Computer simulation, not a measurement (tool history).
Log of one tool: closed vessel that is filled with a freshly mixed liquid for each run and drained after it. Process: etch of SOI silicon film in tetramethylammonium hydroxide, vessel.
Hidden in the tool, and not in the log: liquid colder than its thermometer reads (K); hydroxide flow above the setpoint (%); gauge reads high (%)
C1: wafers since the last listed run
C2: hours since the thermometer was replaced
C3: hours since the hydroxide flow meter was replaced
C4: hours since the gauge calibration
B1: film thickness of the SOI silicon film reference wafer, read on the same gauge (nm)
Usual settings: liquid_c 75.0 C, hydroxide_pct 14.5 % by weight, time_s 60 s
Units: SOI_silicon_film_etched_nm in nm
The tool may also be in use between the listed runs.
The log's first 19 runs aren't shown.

run 20 hour=978.1 | liquid_c=78.5 hydroxide_pct=14.5 time_s=60 | C1=4780 C2=460.2 C3=2077.2 C4=272.9 | B1=60.02 | SOI_silicon_film_etched_nm=577.46
-- hour=1067.7 hydroxide flow meter replaced
run 21 hour=1071.3 | liquid_c=71.5 hydroxide_pct=13.0 time_s=60 | C1=9358 C2=553.4 C3=3.6 C4=366.1 | B1=60.00 | SOI_silicon_film_etched_nm=425.07
run 22 hour=1121.9 | liquid_c=82.5 hydroxide_pct=17.5 time_s=60 | C1=5136 C2=604.0 C3=54.2 C4=416.7 | B1=60.00 | SOI_silicon_film_etched_nm=694.57
run 23 hour=1190.4 | liquid_c=72.5 hydroxide_pct=14.5 time_s=60 | C1=6953 C2=672.5 C3=122.7 C4=485.2 | B1=59.98 | SOI_silicon_film_etched_nm=422.38
run 24 hour=1253.1 | liquid_c=68.5 hydroxide_pct=18.5 time_s=60 | C1=6364 C2=735.2 C3=185.4 C4=547.9 | B1=60.00 | SOI_silicon_film_etched_nm=307.43
run 25 hour=1285.5 | liquid_c=75.0 hydroxide_pct=16.0 time_s=30 | C1=3288 C2=767.6 C3=217.8 C4=580.3 | B1=60.00 | SOI_silicon_film_etched_nm=233.28
run 26 hour=1328.6 | liquid_c=75.0 hydroxide_pct=14.5 time_s=30 | C1=4374 C2=810.7 C3=260.9 C4=623.4 | B1=60.01 | SOI_silicon_film_etched_nm=245.44
run 27 hour=1361.8 | liquid_c=69.0 hydroxide_pct=10.0 time_s=60 | C1=3369 C2=843.9 C3=294.1 C4=656.6 | B1=59.99 | SOI_silicon_film_etched_nm=405.87
run 28 hour=1388.5 | liquid_c=75.0 hydroxide_pct=14.5 time_s=60 | C1=2710 C2=870.6 C3=320.8 C4=683.3 | B1=59.99 | SOI_silicon_film_etched_nm=487.46
run 29 hour=1429.5 | liquid_c=75.0 hydroxide_pct=11.0 time_s=60 | C1=4161 C2=911.6 C3=361.8 C4=724.3 | B1=60.00 | SOI_silicon_film_etched_nm=547.10
run 30 hour=1456.7 | liquid_c=75.0 hydroxide_pct=13.0 time_s=70 | C1=2760 C2=938.8 C3=389.0 C4=751.5 | B1=60.00 | SOI_silicon_film_etched_nm=593.22
run 31 hour=1526.0 | liquid_c=75.0 hydroxide_pct=14.5 time_s=60 | C1=7034 C2=1008.1 C3=458.3 C4=820.8 | B1=60.04 | SOI_silicon_film_etched_nm=480.59
run 32 hour=1554.9 | liquid_c=75.0 hydroxide_pct=14.5 time_s=60 | C1=2933 C2=1037.0 C3=487.2 C4=849.7 | B1=60.00 | SOI_silicon_film_etched_nm=483.10

Forecast run 33:
run 33 hour=1593.9 | liquid_c=69.5 hydroxide_pct=14.5 time_s=35 | C1=3958 C2=1076.0 C3=526.2 C4=888.7 | B1=? | SOI_silicon_film_etched_nm=?

B1: 59.96
SOI_silicon_film_etched_nm: 203.40 nm
Without the tool's hidden state the same run would have given SOI_silicon_film_etched_nm 213.11 nm.
